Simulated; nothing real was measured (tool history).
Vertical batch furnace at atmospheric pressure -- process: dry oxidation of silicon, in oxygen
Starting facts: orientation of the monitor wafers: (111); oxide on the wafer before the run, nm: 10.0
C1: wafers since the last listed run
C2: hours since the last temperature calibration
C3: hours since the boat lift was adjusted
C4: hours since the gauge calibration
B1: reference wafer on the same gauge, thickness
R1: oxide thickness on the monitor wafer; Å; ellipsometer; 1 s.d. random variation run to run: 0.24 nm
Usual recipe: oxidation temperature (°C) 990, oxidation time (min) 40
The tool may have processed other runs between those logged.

{"run": 1, "hour": 0.0, "oxidation temperature (°C)": 990, "oxidation time (min)": 40, "C1": 0, "C2": 2714.1, "C3": 3529.3, "C4": 216.8, "B1": 61.67, "R1": 530.2}
{"run": 2, "hour": 17.0, "oxidation temperature (°C)": 990, "oxidation time (min)": 40, "C1": 205, "C2": 2731.1, "C3": 3546.3, "C4": 233.8, "B1": 61.68, "R1": 529}
{"run": 3, "hour": 27.0, "oxidation temperature (°C)": 990, "oxidation time (min)": 40, "C1": 120, "C2": 2741.1, "C3": 3556.3, "C4": 243.8, "B1": 61.63, "R1": 532.9}
{"run": 4, "hour": 40.4, "oxidation temperature (°C)": 990, "oxidation time (min)": 40, "C1": 161, "C2": 2754.5, "C3": 3569.7, "C4": 257.2, "B1": 61.79, "R1": 538}
{"run": 5, "hour": 58.5, "oxidation temperature (°C)": 998, "oxidation time (min)": 40, "C1": 218, "C2": 2772.6, "C3": 3587.8, "C4": 275.3, "B1": 61.71, "R1": 562.7}
{"run": 6, "hour": 73.9, "oxidation temperature (°C)": 990, "oxidation time (min)": 31, "C1": 185, "C2": 2788, "C3": 3603.2, "C4": 290.7, "B1": 61.67, "R1": 457.7}
{"run": 7, "hour": 85.3, "oxidation temperature (°C)": 990, "oxidation time (min)": 31, "C1": 137, "C2": 2799.4, "C3": 3614.6, "C4": 302.1, "B1": 61.79, "R1": 455.5}
{"run": 8, "hour": 96.5, "oxidation temperature (°C)": 990, "oxidation time (min)": 31, "C1": 135, "C2": 2810.6, "C3": 3625.8, "C4": 313.3, "B1": 61.78, "R1": 455.1}
{"run": 9, "hour": 115.0, "oxidation temperature (°C)": 990, "oxidation time (min)": 40, "C1": 223, "C2": 2829.1, "C3": 3644.3, "C4": 331.8, "B1": 61.7, "R1": 529.2}
{"run": 10, "hour": 129.7, "oxidation temperature (°C)": 990, "oxidation time (min)": 40, "C1": 177, "C2": 2843.8, "C3": 3659, "C4": 346.5, "B1": 61.75, "R1": 535.7}
{"run": 11, "hour": 142.5, "oxidation temperature (°C)": 990, "oxidation time (min)": 40, "C1": 154, "C2": 2856.6, "C3": 3671.8, "C4": 359.3, "B1": 61.69, "R1": 532.6}
{"run": 12, "hour": 150.0, "oxidation temperature (°C)": 990, "oxidation time (min)": 40, "C1": 90, "C2": 2864.1, "C3": 3679.3, "C4": 366.8, "B1": 61.68, "R1": 536}
{"run": 13, "hour": 168.7, "oxidation temperature (°C)": 990, "oxidation time (min)": 40, "C1": 225, "C2": 2882.8, "C3": 3698, "C4": 385.5, "B1": 61.67, "R1": 534.1}
{"hour": 197.5, "done": "boat lift adjusted"}
{"run": 14, "hour": 198.0, "oxidation temperature (°C)": 990, "oxidation time (min)": 40, "C1": 63, "C2": 2912.1, "C3": 0.5, "C4": 414.8, "B1": 61.79, "R1": 534.7}
{"run": 15, "hour": 202.7, "oxidation temperature (°C)": 1007, "oxidation time (min)": 28, "C1": 56, "C2": 2916.8, "C3": 5.2, "C4": 419.5, "B1": 61.73, "R1": 481.1}
{"run": 16, "hour": 212.5, "oxidation temperature (°C)": 976, "oxidation time (min)": 52, "C1": 118, "C2": 2926.6, "C3": 15, "C4": 429.3, "B1": 61.71, "R1": 563.8}
{"hour": 213.3, "done": "gauge calibrated"}
{"run": 17, "hour": 222.0, "oxidation temperature (°C)": 990, "oxidation time (min)": 40, "C1": 114, "C2": 2936.1, "C3": 24.5, "C4": 8.7, "B1": 61.66, "R1": 531.9}
{"run": 18, "hour": 230.6, "oxidation temperature (°C)": 978, "oxidation time (min)": 30.5, "C1": 103, "C2": 2944.7, "C3": 33.1, "C4": 17.3, "B1": 61.62, "R1": 415.1}
{"hour": 265.1, "done": "thermocouples replaced and temperature profile calibrated"}
{"run": 19, "hour": 265.6, "oxidation temperature (°C)": 1010, "oxidation time (min)": 40, "C1": 132, "C2": 0.5, "C3": 68.1, "C4": 52.3, "B1": 61.74, "R1": 612.4}
{"run": 20, "hour": 270.2, "oxidation temperature (°C)": 972, "oxidation time (min)": 30, "C1": 55, "C2": 5.1, "C3": 72.7, "C4": 56.9, "B1": 61.67, "R1": 392.4}
{"run": 21, "hour": 274.9, "oxidation temperature (°C)": 1004, "oxidation time (min)": 49.5, "C1": 56, "C2": 9.8, "C3": 77.4, "C4": 61.6, "B1": 61.7, "R1": 668.3}
{"run": 22, "hour": 286.7, "oxidation temperature (°C)": 990, "oxidation time (min)": 31, "C1": 142, "C2": 21.6, "C3": 89.2, "C4": 73.4, "B1": 61.67, "R1": 457.3}
{"run": 23, "hour": 302.0, "oxidation temperature (°C)": 996, "oxidation time (min)": 45, "C1": 184, "C2": 36.9, "C3": 104.5, "C4": 88.7, "B1": 61.65, "R1": 596.3}
{"run": 24, "hour": 317.1, "oxidation temperature (°C)": 990, "oxidation time (min)": 40, "C1": 182, "C2": 52, "C3": 119.6, "C4": 103.8, "B1": 61.71, "R1": 528.4}
{"run": 25, "hour": 332.8, "oxidation temperature (°C)": 1000, "oxidation time (min)": 34.5, "C1": 189, "C2": 67.7, "C3": 135.3, "C4": 119.5, "B1": 61.67, "R1": 517.7}
{"run": 26, "hour": 376.9, "oxidation temperature (°C)": 990, "oxidation time (min)": 40, "C1": 531, "C2": 111.8, "C3": 179.4, "C4": 163.6, "B1": 61.71, "R1": 533.6}
{"run": 27, "hour": 387.0, "oxidation temperature (°C)": 978, "oxidation time (min)": 59.5, "C1": 121, "C2": 121.9, "C3": 189.5, "C4": 173.7, "B1": 61.72, "R1": 621.7}
{"run": 28, "hour": 400.4, "oxidation temperature (°C)": 990, "oxidation time (min)": 26.5, "C1": 161, "C2": 135.3, "C3": 202.9, "C4": 187.1, "B1": 61.69, "R1": 415.9}

Alternative continuations, all from the tool just after run 28; predict every row:
{"run": "A", "hour": 405.1, "oxidation temperature (°C)": 968, "oxidation time (min)": 40, "C1": 56, "C2": 140, "C3": 207.6, "C4": 191.8, "B1": "?", "R1": "?"}
{"run": "B", "hour": 405.1, "oxidation temperature (°C)": 970, "oxidation time (min)": 40, "C1": 56, "C2": 140, "C3": 207.6, "C4": 191.8, "B1": "?", "R1": "?"}
{"run": "C", "hour": 405.1, "oxidation temperature (°C)": 999, "oxidation time (min)": 49.5, "C1": 56, "C2": 140, "C3": 207.6, "C4": 191.8, "B1": "?", "R1": "?"}
{"run": "D", "hour": 405.1, "oxidation temperature (°C)": 1015, "oxidation time (min)": 25.5, "C1": 56, "C2": 140, "C3": 207.6, "C4": 191.8, "B1": "?", "R1": "?"}
{"run": "E", "hour": 405.1, "oxidation temperature (°C)": 997, "oxidation time (min)": 40, "C1": 56, "C2": 140, "C3": 207.6, "C4": 191.8, "B1": "?", "R1": "?"}

run=A B1=61.67 R1=454.9
run=B B1=61.67 R1=461.3
run=C B1=61.67 R1=643.5
run=D B1=61.67 R1=482
run=E B1=61.67 R1=555.8
Take away the tool's hidden state, keep each run's random variation, and the runs would have read:
run=A R1=454.9
run=B R1=461.3
run=C R1=643.5
run=D R1=482
run=E R1=555.8

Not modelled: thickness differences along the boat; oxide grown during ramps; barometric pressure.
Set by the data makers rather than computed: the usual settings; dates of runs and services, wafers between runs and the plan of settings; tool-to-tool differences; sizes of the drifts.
